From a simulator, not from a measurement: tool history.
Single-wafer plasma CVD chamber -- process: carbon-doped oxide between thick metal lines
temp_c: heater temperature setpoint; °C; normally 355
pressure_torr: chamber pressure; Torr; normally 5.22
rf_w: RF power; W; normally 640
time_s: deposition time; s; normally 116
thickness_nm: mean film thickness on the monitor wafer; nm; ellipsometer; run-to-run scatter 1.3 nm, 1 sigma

| run | hour | temp_c | pressure_torr | rf_w | time_s | read-back reference wafer on the same gauge, thickness_nm | thickness_nm |
|---|---|---|---|---|---|---|---|
| 1 | 0 | 355 | 5.22 | 640 | 98 | 611.109 | 576.838 |
| 2 | 58.3 | 355 | 5.22 | 640 | 98 | 610.957 | 576.24 |
| 3 | 129 | 355 | 5.22 | 685 | 116 | 611.196 | 706.626 |
| 4 | 160.5 | 355 | 5.22 | 555 | 116 | 611.155 | 632.385 |
| 5 | 209.7 | 355 | 5.22 | 640 | 116 | 611.032 | 677.384 |
| 6 | 413.6 | 355 | 5.22 | 640 | 116 | 610.835 | 672.832 |
| 7 | 475.5 | 355 | 5.22 | 640 | 116 | 610.775 | 673.463 |
| 8 | 514.5 | 355 | 5.22 | 640 | 116 | 611.123 | 674.662 |
| 9 | 565.2 | 355 | 5.22 | 640 | 116 | 610.937 | 669.179 |
| 10 | 612.7 | 355 | 5.22 | 640 | 116 | 610.984 | 670.226 |
| 11 | 658.9 | 355 | 5.22 | 640 | 116 | 610.957 | 671.097 |
|  | 667.7 | gauge calibrated |
|  | 674.2 | thermocouple changed; heater temperature recalibrated |
| 12 | 711.4 | 355 | 5.22 | 640 | 116 | 611.118 | 670.536 |
|  | 745.1 | capacitance manometer re-zeroed and calibrated |
|  | 748.6 | showerhead replaced |
| 13 | 749.1 | 355 | 5.22 | 640 | 116 | 610.908 | 673.651 |
| 14 | 783.5 | 355 | 5.22 | 640 | 116 | 610.952 | 671.775 |
| 15 | 836 | 355 | 6.19 | 640 | 138 | 610.913 | 815.138 |
| 16 | 896.8 | 355 | 5.22 | 640 | 128 | 611.212 | 738.283 |
| 17 | 923.3 | 362 | 5.22 | 735 | 116 | 610.848 | 703.039 |
| 18 | 972.3 | 355 | 5.22 | 640 | 116 | 610.829 | 666.537 |
| 19 | 1028.7 | 355 | 4.43 | 565 | 129 | 611.102 | 678.54 |
|  | 1092.2 | RF generator calibrated |
| 20 | 1236.6 | 355 | 6.21 | 640 | 109 | 610.872 | 664.029 |
| 21 | 1290.3 | 355 | 4.8 | 640 | 116 | 611.103 | 681.091 |
| 22 | 1318.3 | 347 | 5.22 | 530 | 130 | 611.003 | 719.994 |
| 23 | 1462.1 | 348 | 5.92 | 745 | 102 | 610.889 | 681.781 |
| 24 | 1499.3 | 355 | 5.22 | 640 | 116 | 611.063 | 688.01 |
|  | 1515.2 | gauge calibrated |
| 25 | 1542.2 | 355 | 6.16 | 560 | 116 | 610.819 | 657.655 |
| 26 | 1611.1 | 360 | 5.86 | 530 | 124 | 610.956 | 671.087 |
| 27 | 1645.8 | 361 | 5.22 | 640 | 122 | 611.259 | 715.352 |
| 28 | 1714.4 | 355 | 5.22 | 640 | 116 | 610.996 | 689.209 |

Predict each of these 3 candidate next runs independently; none follows another, all start after run 28:
| A | 1714.8 | 368 | 5.22 | 640 | 116 | ? | ? |
| B | 1714.8 | 355 | 5.22 | 640 | 127 | ? | ? |
| C | 1714.8 | 355 | 5.58 | 525 | 105 | ? | ? |

| run | read-back reference wafer on the same gauge, thickness_nm | thickness_nm |
|---|---|---|
| A | 610.84 | 666.787 |
| B | 610.84 | 754.704 |
| C | 610.84 | 568.843 |
Without the tool's hidden state the same runs would have given:
| run | thickness_nm |
|---|---|
| A | 673.934 |
| B | 762.793 |
| C | 574.775 |
